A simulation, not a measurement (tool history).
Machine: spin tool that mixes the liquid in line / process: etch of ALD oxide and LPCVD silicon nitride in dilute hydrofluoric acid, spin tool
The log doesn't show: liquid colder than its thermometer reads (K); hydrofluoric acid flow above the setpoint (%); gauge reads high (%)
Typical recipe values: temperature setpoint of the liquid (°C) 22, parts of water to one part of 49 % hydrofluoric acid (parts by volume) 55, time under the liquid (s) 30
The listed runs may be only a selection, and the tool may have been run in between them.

run,hour,temperature setpoint of the liquid (°C),parts of water to one part of 49 % hydrofluoric acid (parts by volume),time under the liquid (s),wafers since the last listed run,hours since the thermometer was replaced,hours since the hydrofluoric acid flow meter was replaced,hours since the gauge calibration,"read-back film thickness of the ALD oxide reference wafer, read on the same gauge (nm)","read-back film thickness of the LPCVD silicon nitride reference wafer, read on the same gauge (nm)",thickness taken off the ALD oxide on a monitor wafer (angstrom),thickness taken off the LPCVD silicon nitride on a monitor wafer (angstrom)
1,0,22,55,15,0,1543.3,536.2,354.9,90.01,80.023,73.5,0.9
2,23.1,22,55,15,215,1566.4,559.3,378,89.98,80.015,73.8,0.82
3,39.5,22,55,15,153,1582.8,575.7,394.4,90,80.016,73.9,0.72
4,57.7,24.5,55,30,170,1601,593.9,412.6,89.99,79.999,160.6,1.86
# hour 74.4: gauge calibrated
5,75.4,24.5,55,30,165,1618.7,611.6,1,89.99,80.009,162.2,1.99
6,92.8,20.5,55,30,162,1636.1,629,18.4,90.01,80.01,136.7,1.5
7,123.7,22,55,25,288,1667,659.9,49.3,90,79.963,120.7,1.46
8,136.6,22,55,25,120,1679.9,672.8,62.2,89.98,80.02,122.3,1.39
9,154.9,22,55,30,171,1698.2,691.1,80.5,90,80.004,146.1,1.59
10,182,22,55,30,253,1725.3,718.2,107.6,90,79.975,145.4,1.58
11,209,22,55,30,252,1752.3,745.2,134.6,89.99,79.99,146.1,1.73
12,265.3,22,55,50,526,1808.6,801.5,190.9,89.99,80.02,241,3.33
13,286,24,30,30,193,1829.3,822.2,211.6,89.99,80.015,301.7,3.93
14,304.2,20,70,15,170,1847.5,840.4,229.8,89.98,80.008,51.2,0.57
# hour 307.3: hydrofluoric acid flow meter replaced
15,335.4,22,55,30,282,1878.7,28.1,261,90.02,80.014,143.6,1.66
16,358,24,55,40,211,1901.3,50.7,283.6,90.03,79.957,208.8,2.52
17,386.1,22,55,35,262,1929.4,78.8,311.7,90,80.022,169.2,1.87
# hour 401.5: thermometer replaced
18,404.3,17,30,40,160,2.8,97,329.9,90.04,79.996,327.6,3.33
19,438.4,19.5,45,15,318,36.9,131.1,364,90,79.984,89.3,1.06
# hour 470.7: gauge calibrated
20,473.4,24,55,40,327,71.9,166.1,2.7,90,79.967,232,3.78
21,507.3,26.5,55,15,316,105.8,200,36.6,90.01,79.994,95.5,1.43
22,530.1,26.5,55,15,213,128.6,222.8,59.4,90.01,79.994,95.4,1.58
23,551.2,18,30,50,197,149.7,243.9,80.5,90.02,80,420.9,3.83
24,567.6,25,55,30,153,166.1,260.3,96.9,90.02,80.008,178.4,2.13
25,583.4,19.5,45,15,147,181.9,276.1,112.7,90,79.997,87.8,0.95
26,617.3,22,75,20,316,215.8,310,146.6,89.98,80.03,75.8,0.95
27,638.3,22,55,40,196,236.8,331,167.6,90.02,79.944,211.8,2.68

Forecast each of these 3 alternatives for the next run:
A,638.7,22,55,30,3,237.2,331.4,168,?,?,?,?
B,638.7,22,65,30,3,237.2,331.4,168,?,?,?,?
C,638.7,24.5,65,30,3,237.2,331.4,168,?,?,?,?

run,"read-back film thickness of the ALD oxide reference wafer, read on the same gauge (nm)","read-back film thickness of the LPCVD silicon nitride reference wafer, read on the same gauge (nm)",thickness taken off the ALD oxide on a monitor wafer (angstrom),thickness taken off the LPCVD silicon nitride on a monitor wafer (angstrom)
A,90.01,79.954,157.8,1.92
B,90.01,79.954,131.9,1.63
C,90.01,79.954,146.1,1.93
Without the tool's hidden state the same runs would have given:
run,thickness taken off the ALD oxide on a monitor wafer (angstrom),thickness taken off the LPCVD silicon nitride on a monitor wafer (angstrom)
A,160.1,1.96
B,133.8,1.67
C,148.2,1.97
